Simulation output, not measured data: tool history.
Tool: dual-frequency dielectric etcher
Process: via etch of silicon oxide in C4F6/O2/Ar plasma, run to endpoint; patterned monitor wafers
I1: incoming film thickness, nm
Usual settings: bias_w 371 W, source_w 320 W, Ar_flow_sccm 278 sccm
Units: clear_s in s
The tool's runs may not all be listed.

Run 1, hour 0.0: usual settings but source_w 300 W; I1 131.7. Result: clear_s 37.5 s.
Run 2, hour 57.0: usual settings but bias_w 418 W, source_w 290 W; I1 132.0. Result: clear_s 36.1 s.
Run 3, hour 92.0: usual settings but bias_w 418 W, source_w 290 W; I1 132.1. Result: clear_s 37.3 s.
Run 4, hour 153.7: usual settings but bias_w 418 W, source_w 290 W; I1 131.9. Result: clear_s 37.1 s.
Run 5, hour 207.9: usual settings but bias_w 442 W, source_w 370 W; I1 134.5. Result: clear_s 34.0 s.
Run 6, hour 275.6: usual settings but bias_w 442 W, source_w 370 W; I1 131.8. Result: clear_s 32.6 s.
Run 7, hour 337.9: usual settings; I1 131.3. Result: clear_s 35.4 s.
Run 8, hour 396.2: usual settings but source_w 250 W, Ar_flow_sccm 319 sccm; I1 132.2. Result: clear_s 40.1 s.
Run 9, hour 425.0: usual settings but source_w 250 W; I1 132.5. Result: clear_s 40.1 s.
Run 10, hour 479.8: usual settings but bias_w 412 W; I1 131.7. Result: clear_s 35.1 s.
Run 11, hour 540.4: usual settings; I1 132.3. Result: clear_s 36.0 s.
Run 12, hour 578.9: usual settings but bias_w 428 W, source_w 290 W, Ar_flow_sccm 224 sccm; I1 133.0. Result: clear_s 34.9 s.
Run 13, hour 630.1: usual settings; I1 134.3. Result: clear_s 37.0 s.
Run 14, hour 681.4: usual settings but bias_w 331 W, Ar_flow_sccm 297 sccm; I1 132.2. Result: clear_s 38.4 s.
Run 15, hour 711.9: usual settings but bias_w 329 W, source_w 250 W, Ar_flow_sccm 314 sccm; I1 133.3. Result: clear_s 43.4 s.
Run 16, hour 765.2: usual settings but bias_w 426 W, source_w 260 W, Ar_flow_sccm 236 sccm; I1 133.4. Result: clear_s 37.8 s.
Run 17, hour 830.7: usual settings but Ar_flow_sccm 309 sccm; I1 131.5. Result: clear_s 37.6 s.
Run 18, hour 875.9: usual settings but bias_w 442 W, source_w 370 W; I1 132.1. Result: clear_s 31.8 s.
Run 19, hour 901.5: usual settings but bias_w 318 W, source_w 270 W; I1 132.5. Result: clear_s 40.4 s.
Run 20, hour 1073.4: usual settings but bias_w 416 W, source_w 370 W, Ar_flow_sccm 346 sccm; I1 131.3. Result: clear_s 34.1 s.
Run 21, hour 1137.4: usual settings but bias_w 297 W, source_w 280 W, Ar_flow_sccm 243 sccm; I1 132.2. Result: clear_s 40.7 s.
Run 22, hour 1183.2: usual settings but source_w 390 W; I1 131.5. Result: clear_s 34.1 s.
Run 23, hour 1251.6: usual settings but bias_w 331 W, source_w 250 W, Ar_flow_sccm 316 sccm; I1 132.5. Result: clear_s 43.4 s.
Run 24, hour 1360.9: usual settings; I1 133.7. Result: clear_s 36.1 s.
Run 25, hour 1427.5: usual settings; I1 132.0. Result: clear_s 36.4 s.
Run 26, hour 1641.4: usual settings but bias_w 428 W, source_w 290 W, Ar_flow_sccm 224 sccm; I1 131.7. Result: clear_s 34.8 s.
Run 27, hour 1710.2: usual settings but source_w 250 W, Ar_flow_sccm 253 sccm; I1 132.7. Result: clear_s 38.9 s.
Run 28, hour 1764.9: usual settings but source_w 380 W; I1 132.1. Result: clear_s 33.5 s.

Taken out of this log: 8 entries between the listed runs. Where each belongs, and how the hidden state differs across it:
Between runs 5 and 6: Ar flow controller replaced (hour 225.9); upper electrode replaced (hour 232.7)
  etch rate over this chamber's usual, %: -4.2 -> -4.81
  measured less the result without the state, clear_s: +1.4 -> +1.6 s
Between runs 6 and 7: wet clean of the chamber (hour 337.4)
  etch rate over this chamber's usual, %: -4.81 -> 0.227
  measured less the result without the state, clear_s: +1.6 -> -0.1 s
Between runs 17 and 18: wet clean of the chamber (hour 875.4)
  etch rate over this chamber's usual, %: -4.17 -> -0.445
  measured less the result without the state, clear_s: +1.6 -> +0.1 s
Between runs 22 and 23: bias power generator calibrated (hour 1221.5)
  etch rate over this chamber's usual, %: -3.18 -> -3.79
  measured less the result without the state, clear_s: +1.1 -> +1.7 s
Between runs 23 and 24: source power generator calibrated (hour 1268.4); wet clean of the chamber (hour 1278.9)
  etch rate over this chamber's usual, %: -3.79 -> 0.0564
  measured less the result without the state, clear_s: +1.7 -> +0.0 s
Between runs 26 and 27: wet clean of the chamber (hour 1709.7)
  etch rate over this chamber's usual, %: -2.44 -> -0.286
  measured less the result without the state, clear_s: +0.8 -> +0.1 s
